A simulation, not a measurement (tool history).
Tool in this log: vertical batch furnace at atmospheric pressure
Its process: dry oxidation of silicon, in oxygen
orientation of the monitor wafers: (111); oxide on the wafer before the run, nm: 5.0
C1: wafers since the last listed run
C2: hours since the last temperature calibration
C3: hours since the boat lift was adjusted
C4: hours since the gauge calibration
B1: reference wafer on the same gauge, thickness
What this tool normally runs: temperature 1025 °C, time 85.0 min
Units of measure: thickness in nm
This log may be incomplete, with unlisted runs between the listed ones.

Run 1, hour 0.0: usual settings but time 114.5 min; C1 0; C2 1922.1; C3 4963.8; C4 764.3; B1 104.03. Result: thickness 119.25 nm.
Run 2, hour 55.7: usual settings but time 97.0 min; C1 475; C2 1977.8; C3 5019.5; C4 820.0; B1 104.05. Result: thickness 108.00 nm.
Run 3, hour 85.0: usual settings but time 97.0 min; C1 250; C2 2007.1; C3 5048.8; C4 849.3; B1 104.01. Result: thickness 108.06 nm.
Run 4, hour 124.8: usual settings but temperature 1042 °C, time 53.5 min; C1 339; C2 2046.9; C3 5088.6; C4 889.1; B1 104.02. Result: thickness 82.16 nm.
Run 5, hour 163.3: usual settings but temperature 1042 °C, time 53.5 min; C1 328; C2 2085.4; C3 5127.1; C4 927.6; B1 103.94. Result: thickness 82.22 nm.
Run 6, hour 215.5: usual settings but temperature 1038 °C; C1 445; C2 2137.6; C3 5179.3; C4 979.8; B1 103.99. Result: thickness 107.37 nm.
Run 7, hour 267.0: usual settings but temperature 1016 °C, time 71.5 min; C1 439; C2 2189.1; C3 5230.8; C4 1031.3; B1 104.04. Result: thickness 84.00 nm.
Run 8, hour 321.8: usual settings; C1 467; C2 2243.9; C3 5285.6; C4 1086.1; B1 104.03. Result: thickness 98.92 nm.
Run 9, hour 379.1: usual settings; C1 489; C2 2301.2; C3 5342.9; C4 1143.4; B1 104.01. Result: thickness 99.50 nm.
Run 10, hour 407.5: usual settings; C1 242; C2 2329.6; C3 5371.3; C4 1171.8; B1 104.03. Result: thickness 99.16 nm.
Run 11, hour 440.0: usual settings but temperature 1042 °C; C1 277; C2 2362.1; C3 5403.8; C4 1204.3; B1 103.96. Result: thickness 110.14 nm.
At hour 510.7: boat lift adjusted.
Run 12, hour 511.6: usual settings but temperature 1042 °C; C1 406; C2 2433.7; C3 0.9; C4 1275.9; B1 104.00. Result: thickness 112.52 nm.
Run 13, hour 541.0: usual settings but temperature 1042 °C; C1 250; C2 2463.1; C3 30.3; C4 1305.3; B1 104.04. Result: thickness 112.63 nm.
Run 14, hour 598.2: usual settings; C1 488; C2 2520.3; C3 87.5; C4 1362.5; B1 103.99. Result: thickness 101.91 nm.
Run 15, hour 627.9: usual settings; C1 253; C2 2550.0; C3 117.2; C4 1392.2; B1 104.02. Result: thickness 101.89 nm.
Run 16, hour 688.4: usual settings but time 102.0 min; C1 516; C2 2610.5; C3 177.7; C4 1452.7; B1 103.98. Result: thickness 114.10 nm.
Run 17, hour 730.6: usual settings but temperature 1009 °C; C1 360; C2 2652.7; C3 219.9; C4 1494.9; B1 104.02. Result: thickness 92.17 nm.
Run 18, hour 760.4: usual settings but temperature 1040 °C; C1 254; C2 2682.5; C3 249.7; C4 1524.7; B1 104.02. Result: thickness 111.36 nm.
Run 19, hour 813.4: usual settings; C1 452; C2 2735.5; C3 302.7; C4 1577.7; B1 104.02. Result: thickness 101.92 nm.
Run 20, hour 882.3: usual settings; C1 588; C2 2804.4; C3 371.6; C4 1646.6; B1 103.99. Result: thickness 102.12 nm.

Expected results for the next run?
Run 21, hour 945.1: usual settings but temperature 1001 °C, time 107.0 min; C1 535; C2 2867.2; C3 434.4; C4 1709.4; B1 ?. Result: thickness ?.

Run 21 yielded B1 104.00, thickness 100.59 nm.
Take away the tool's hidden state, keep the run-to-run variation as it was, and the same run would have given thickness 98.72 nm.
